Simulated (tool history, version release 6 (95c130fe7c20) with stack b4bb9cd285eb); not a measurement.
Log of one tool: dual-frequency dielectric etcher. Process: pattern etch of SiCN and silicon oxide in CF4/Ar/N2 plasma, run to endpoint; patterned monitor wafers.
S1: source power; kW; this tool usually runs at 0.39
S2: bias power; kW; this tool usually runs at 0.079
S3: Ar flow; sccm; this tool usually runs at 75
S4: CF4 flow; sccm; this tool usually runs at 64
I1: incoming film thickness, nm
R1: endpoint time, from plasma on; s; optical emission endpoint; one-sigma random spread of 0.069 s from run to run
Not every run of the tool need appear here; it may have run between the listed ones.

run    hour    S1     S2  S3  S4    I1    R1
  1       0  0.39  0.079  75  64  9.35  11.6
  2      70  0.39  0.079  75  58   9.3  11.9
  3    96.5  0.39  0.079  75  64  9.21  11.5
  4   129.4  0.39  0.079  75  64  9.32  11.8
      173.9  -- wet clean of the chamber
      180.1  -- upper electrode replaced
  5   187.6  0.39  0.079  75  64  9.24  11.5
  6   231.3  0.39  0.087  75  64  9.32  11.4
      272.5  -- source power generator calibrated
  7   296.6  0.36  0.091  75  64  9.28  11.6
  8   346.4  0.39  0.079  75  64   9.3  11.5
  9   370.8  0.39  0.079  75  64  9.36  11.8
 10   409.7  0.48  0.072  61  56  9.29  10.3
 11   447.4  0.43   0.09  75  71  9.29  10.1
      470.9  -- CF4 flow controller replaced
 12   511.4  0.36  0.071  75  64  9.29  12.6
 13   560.2  0.33  0.079  75  71  9.26  12.6
      578.6  -- bias power generator calibrated
 14   602.5  0.39  0.079  75  64  9.29  11.6
      613.7  -- Ar flow controller replaced
        628  -- wet clean of the chamber
 15     692  0.39  0.079  75  64  9.33  11.7
 16   750.7  0.39  0.079  75  57  9.35    12
 17   779.7   0.3  0.062  81  56  9.23  15.8
 18   815.4  0.39  0.079  75  64  9.33  11.6
 19   883.9  0.39  0.079  89  52  9.35  12.7
 20   936.9  0.48  0.066  82  50  9.25  11.5
 21   979.7  0.39  0.079  75  54  9.36  12.2
 22  1009.9  0.48  0.066  91  50  9.41  11.8
 23  1035.5  0.39  0.079  75  64  9.41  11.8

List, for all runs, the conditions of the tool that the log does not record:
etch rate over this chamber's usual, %: 0 across all the runs
source power that arrives over what is set, %: 0 across all the runs
bias power that arrives over what is set, %: 0 across all the runs
Ar flow that arrives over what is set, %: 0 across all the runs
CF4 flow that arrives over what is set, %: 0 across all the runs

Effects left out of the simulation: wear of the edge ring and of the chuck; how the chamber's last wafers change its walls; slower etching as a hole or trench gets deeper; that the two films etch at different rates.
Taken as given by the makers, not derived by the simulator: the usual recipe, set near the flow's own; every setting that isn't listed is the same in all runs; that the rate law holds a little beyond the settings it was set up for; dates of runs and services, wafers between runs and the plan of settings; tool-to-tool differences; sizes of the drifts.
